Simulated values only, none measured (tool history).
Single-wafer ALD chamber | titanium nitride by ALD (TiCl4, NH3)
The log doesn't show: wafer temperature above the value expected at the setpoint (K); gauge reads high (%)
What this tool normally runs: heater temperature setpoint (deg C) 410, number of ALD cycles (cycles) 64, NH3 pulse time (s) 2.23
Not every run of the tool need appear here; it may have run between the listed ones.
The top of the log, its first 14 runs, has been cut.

run	hour	heater temperature setpoint (deg C)	number of ALD cycles (cycles)	NH3 pulse time (s)	wafers since the last listed run	hours since the last thermocouple change	hours since the showerhead was replaced	hours since the gauge calibration	read-back reference wafer on the same gauge, thickness_nm	mean film thickness on the monitor wafer (Å)
15	235.1	410	64	1.8	37	877.4	64.6	541	1.308	13.64
16	245.9	410	64	1.8	24	888.2	75.4	551.8	1.312	13.71
# hour 249.5: gauge calibrated
# hour 261.5: thermocouple changed; heater temperature recalibrated
17	262	410	64	2.23	18	0.5	91.5	12.5	1.31	13.79
18	266.3	404	64	2.23	9	4.8	95.8	16.8	1.309	13.76
19	278.4	423	59	2.73	27	16.9	107.9	28.9	1.309	12.88
20	290.9	410	64	2.23	28	29.4	120.4	41.4	1.31	13.74
21	301.6	410	69	2.23	24	40.1	131.1	52.1	1.311	14.8
22	310.1	424	56	2.94	19	48.6	139.6	60.6	1.312	12.19
23	323.8	396	59	1.97	30	62.3	153.3	74.3	1.309	12.61
24	340.7	410	54	2.82	38	79.2	170.2	91.2	1.31	11.8
25	352.5	423	71	2.93	26	91	182	103	1.309	15.48
26	365.4	410	51	2.86	29	103.9	194.9	115.9	1.31	11.06
27	377.4	410	73	2.99	27	115.9	206.9	127.9	1.311	15.93
28	392.3	423	57	2.72	33	130.8	221.8	142.8	1.31	12.52
29	408.4	410	76	1.72	36	146.9	237.9	158.9	1.31	16.23
30	425.3	421	72	1.63	38	163.8	254.8	175.8	1.308	15.39
31	432.5	410	64	2.67	16	171	262	183	1.31	13.84
32	443.3	410	64	2.23	24	181.8	272.8	193.8	1.311	13.85
33	457	410	64	2.82	30	195.5	286.5	207.5	1.312	13.89
34	473.7	410	57	2.23	37	212.2	303.2	224.2	1.31	12.19

Below are 4 alternative next runs, each starting from the tool's condition after run 34. Predict each:
A	474.2	410	64	2.23	1	212.7	303.7	224.7	?	?
B	474.2	417	57	1.39	1	212.7	303.7	224.7	?	?
C	474.2	402	54	2.23	1	212.7	303.7	224.7	?	?
D	474.2	424	56	2.53	1	212.7	303.7	224.7	?	?

run	read-back reference wafer on the same gauge, thickness_nm	mean film thickness on the monitor wafer (Å)
A	1.309	13.93
B	1.309	12.09
C	1.309	11.73
D	1.309	12.29
The same runs, with their run-to-run variation unchanged, on a tool lacking any hidden condition would have given:
run	mean film thickness on the monitor wafer (Å)
A	13.93
B	12.09
C	11.73
D	12.29

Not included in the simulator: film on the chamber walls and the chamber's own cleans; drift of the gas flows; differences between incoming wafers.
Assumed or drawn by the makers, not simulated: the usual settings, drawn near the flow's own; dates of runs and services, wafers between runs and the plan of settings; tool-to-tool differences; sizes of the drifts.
